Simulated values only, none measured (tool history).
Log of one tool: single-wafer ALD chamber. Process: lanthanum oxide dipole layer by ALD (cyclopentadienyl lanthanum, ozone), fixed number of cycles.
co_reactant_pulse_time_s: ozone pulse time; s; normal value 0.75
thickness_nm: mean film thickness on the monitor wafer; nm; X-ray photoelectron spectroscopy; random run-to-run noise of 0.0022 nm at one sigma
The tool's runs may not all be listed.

| run | hour | co_reactant_pulse_time_s | read-back reference wafer on the same gauge, thickness_nm | thickness_nm |
|---|---|---|---|---|
| 1 | 0.0 | 0.75 | 0.412 | 0.486 |
| 2 | 14.3 | 0.75 | 0.412 | 0.490 |
| 3 | 63.1 | 0.75 | 0.413 | 0.488 |
| 4 | 85.5 | 0.75 | 0.412 | 0.485 |
| 5 | 120.1 | 0.75 | 0.411 | 0.479 |
| 6 | 133.6 | 0.83 | 0.411 | 0.496 |
| 7 | 160.1 | 0.75 | 0.412 | 0.475 |
| 8 | 239.7 | 0.75 | 0.412 | 0.467 |
|  | 261.8 | thermocouple changed; heater temperature recalibrated |
| 9 | 272.0 | 0.59 | 0.412 | 0.423 |
|  | 292.0 | showerhead replaced, of another model than before |
| 10 | 297.4 | 0.59 | 0.412 | 0.366 |
| 11 | 312.4 | 0.47 | 0.412 | 0.289 |
| 12 | 332.0 | 0.54 | 0.413 | 0.329 |
|  | 354.9 | ozone generator serviced |
| 13 | 365.0 | 0.75 | 0.411 | 0.497 |
| 14 | 396.9 | 1.01 | 0.412 | 0.565 |
|  | 404.2 | gauge calibrated |
| 15 | 418.9 | 0.93 | 0.412 | 0.550 |
| 16 | 448.9 | 1.00 | 0.411 | 0.566 |
| 17 | 461.9 | 0.52 | 0.412 | 0.376 |
| 18 | 474.3 | 0.45 | 0.412 | 0.327 |
| 19 | 494.7 | 0.52 | 0.412 | 0.381 |
| 20 | 529.2 | 0.75 | 0.412 | 0.494 |

Hidden state or all else? Some run-to-run changes of thickness_nm, split into what the settings, what came in and random variation would give without the hidden state, and what is left for the hidden state (with any gauge scatter that isn't in both results):
Hidden state present: wafer temperature above the value expected at the setpoint (K); ozone dose above that of a generator just serviced (%); gauge reads high (%).
Run 9 -> 10: showerhead replaced, of another model than before. thickness_nm -0.057 nm: hidden state -0.028, all else -0.029.
Run 12 -> 13: co_reactant_pulse_time_s 0.54 -> 0.75, ozone generator serviced. thickness_nm +0.168 nm: hidden state +0.065, all else +0.103.
Run 16 -> 17: co_reactant_pulse_time_s 1.00 -> 0.52. thickness_nm -0.190 nm: hidden state -0.003, all else -0.187.

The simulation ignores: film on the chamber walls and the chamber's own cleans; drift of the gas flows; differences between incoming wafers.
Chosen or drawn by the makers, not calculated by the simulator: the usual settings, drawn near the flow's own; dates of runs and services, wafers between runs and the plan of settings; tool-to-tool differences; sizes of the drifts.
